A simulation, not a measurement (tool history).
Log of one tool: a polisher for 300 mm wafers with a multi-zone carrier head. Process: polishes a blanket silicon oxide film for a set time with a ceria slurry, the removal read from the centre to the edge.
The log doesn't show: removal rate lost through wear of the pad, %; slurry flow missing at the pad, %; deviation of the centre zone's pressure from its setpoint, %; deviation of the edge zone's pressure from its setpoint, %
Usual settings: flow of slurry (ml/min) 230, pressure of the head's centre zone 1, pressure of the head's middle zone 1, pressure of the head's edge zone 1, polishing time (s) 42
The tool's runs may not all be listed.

run,hour,flow of slurry (ml/min),pressure of the head's centre zone,pressure of the head's middle zone,pressure of the head's edge zone,polishing time (s),wafers since the last listed run,wafers polished on this pad,hours since the slurry nozzle was cleaned,hours since the centre zone pressure was calibrated,hours since the edge zone pressure was calibrated,hours since the carrier head's membrane was replaced,"incoming thickness of the incoming film, nm",film removed at the wafer's centre (nm),film removed at mid-radius (nm),film removed at the wafer's edge (nm)
1,0,230,1,1,1,49,0,872,520.2,545.9,486.4,33.1,1337.1,189.4,204.8,204
2,7.8,230,1,1,1,42,95,968,528,553.7,494.2,40.9,1352.9,161.4,175.3,173.3
3,18.6,230,1,1,1,42,131,1099,538.8,564.5,505,51.7,1364.8,161,171.2,175.5
# hour 28.3: worn pad replaced by a new one
4,35.8,230,1,1,1,42,161,91,556,581.7,522.2,68.9,1343.9,158.9,175.9,172.4
5,52.7,230,1,1,1,42,206,298,572.9,598.6,539.1,85.8,1345.1,160.3,177.7,173.4
6,60.5,230,1,1,1,42,95,393,580.7,606.4,546.9,93.6,1340,160.3,174.6,172.2
7,67.8,230,1,1,1,39,89,482,588,613.7,554.2,100.9,1369.8,145.7,161.7,159.7
8,75.1,180,1,1,1,38,89,571,595.3,621,561.5,108.2,1325.1,137.6,151.9,153.6
9,87.5,230,1,1,1.04,42,151,723,607.7,633.4,573.9,120.6,1330.3,158,171.6,176.2
# hour 113.4: centre zone pressure recalibrated
# hour 119.6: slurry nozzle cleaned
10,120.1,295,0.95,0.9,0.94,42,361,1084,0.5,6.7,606.5,153.2,1363.1,168.9,163.9,173.9
11,125.7,230,1,1.08,1,42,68,1153,6.1,12.3,612.1,158.8,1343.1,172,189.1,173.7
# hour 137.3: edge zone pressure recalibrated
12,137.8,230,1.1,1,1,42,123,1276,18.2,24.4,0.5,170.9,1345.2,189.6,171.3,172.8
# hour 147.8: worn pad replaced by a new one
13,151.8,230,1,1,1.08,42,122,48,32.2,38.4,14.5,184.9,1342.4,175.2,173.1,180.8
14,161.3,230,1.05,1,1,42,116,164,41.7,47.9,24,194.4,1337.4,179.1,174.5,173.2
15,169.9,230,1,1,1,42,105,269,50.3,56.5,32.6,203,1366.7,174,174.3,175.5
16,178.5,200,1.09,1,0.96,42,105,374,58.9,65.1,41.2,211.6,1337.2,184.1,169.5,166.9
17,190.4,190,1,1.07,1,42,145,520,70.8,77,53.1,223.5,1350.7,167,180.7,172.1
18,204.3,230,1,1,1.07,42,169,689,84.7,90.9,67,237.4,1344.6,174.4,172.2,179.6
19,210.5,230,1,0.91,0.9,42,75,765,90.9,97.1,73.2,243.6,1357.5,168.7,162.7,166.7
20,225.5,230,1,1.04,1,42,183,948,105.9,112.1,88.2,258.6,1337.9,175.2,180.8,176.8
21,239.5,230,1,1,1,42,170,1119,119.9,126.1,102.2,272.6,1311.4,174.3,175.8,174.8

5 ways to go on from here, each from the tool as it stands after run 21. What would each give?
A,239.9,230,1,1,1,42,4,1124,120.3,126.5,102.6,273,1334.8,?,?,?
B,239.9,230,0.89,0.89,1,42,4,1124,120.3,126.5,102.6,273,1334.8,?,?,?
C,239.9,270,1.03,1,1.03,34,4,1124,120.3,126.5,102.6,273,1334.8,?,?,?
D,239.9,230,1.05,1,1,34,4,1124,120.3,126.5,102.6,273,1334.8,?,?,?
E,239.9,230,0.96,1,1,32,4,1124,120.3,126.5,102.6,273,1334.8,?,?,?

run,film removed at the wafer's centre (nm),film removed at mid-radius (nm),film removed at the wafer's edge (nm)
A,170.1,173.1,174.6
B,151.1,157.1,174.8
C,144.7,142.6,145.3
D,144.6,140.1,141.3
E,124.4,131.9,133
Without the tool's hidden state the same runs would have given:
run,film removed at the wafer's centre (nm),film removed at mid-radius (nm),film removed at the wafer's edge (nm)
A,169.4,173.1,174.6
B,150.5,157.1,174.8
C,144.1,142.6,145.3
D,144.1,140.1,141.3
E,123.9,131.9,133
